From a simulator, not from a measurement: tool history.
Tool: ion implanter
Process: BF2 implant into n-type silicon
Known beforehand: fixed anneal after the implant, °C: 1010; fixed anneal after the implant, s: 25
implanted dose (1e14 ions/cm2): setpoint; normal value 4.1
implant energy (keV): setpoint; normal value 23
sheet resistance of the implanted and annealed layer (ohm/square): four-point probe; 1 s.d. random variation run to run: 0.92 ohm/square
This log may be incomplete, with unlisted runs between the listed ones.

run   hour  implanted dose (1e14 ions/cm2)  implant energy (keV)  read-back reference wafer on the same gauge, sheet resistance  sheet resistance of the implanted and annealed layer (ohm/square)
  1      0                             4.1                    23                                                         271.02                                                             279.97
      51.9  -- Faraday cup replaced and dose calibrated
  2   52.4                             4.1                    23                                                         271.07                                                             291.83
  3  110.9                            4.92                    23                                                         270.92                                                             252.32
  4  174.6                             4.1                    26                                                         270.95                                                             283.46
  5  218.9                             4.1                    26                                                         270.99                                                             285.22
     268.1  -- extraction supply calibrated
  6  277.7                             4.1                    23                                                         270.71                                                              289.6
  7  310.6                             4.1                  27.5                                                         271.03                                                             281.98
     371.8  -- gauge calibrated
  8  372.3                             4.1                  27.5                                                         271.05                                                             280.37
  9  410.1                            4.45                    23                                                         270.67                                                             269.05
 10  461.3                            4.46                    21                                                         271.09                                                             270.98
 11  523.5                             4.1                    23                                                         271.14                                                             285.67
 12    561                            4.97                  27.5                                                         271.24                                                             235.96
 13  628.7                            5.32                    20                                                         270.94                                                             238.02
     640.4  -- Faraday cup replaced and dose calibrated
 14  663.9                            3.38                    31                                                         270.97                                                             330.59
 15  690.6                             4.1                  27.5                                                            271                                                             284.38
 16  745.7                            4.42                    31                                                         271.05                                                             263.74
 17  789.8                            4.46                    21                                                          271.4                                                             274.72
 18  824.3                            4.53                  19.5                                                         271.05                                                             275.59

What was the tool's hidden state at every run in the log?
deviation of the true energy from its setpoint, %: 0 on each run
gauge reads high (%): 0 on each run
H1: deviation of the true dose from the Faraday cup's reading, %
run       H1
  1     4.54
  2   -0.245
  3   -0.201
  4  -0.0526
  5    0.112
  6    0.408
  7    0.612
  8     1.07
  9      1.4
 10      1.9
 11      2.6
 12     3.08
 13     4.02
 14   -0.121
 15  -0.0962
 16   0.0136
 17    0.158
 18    0.305
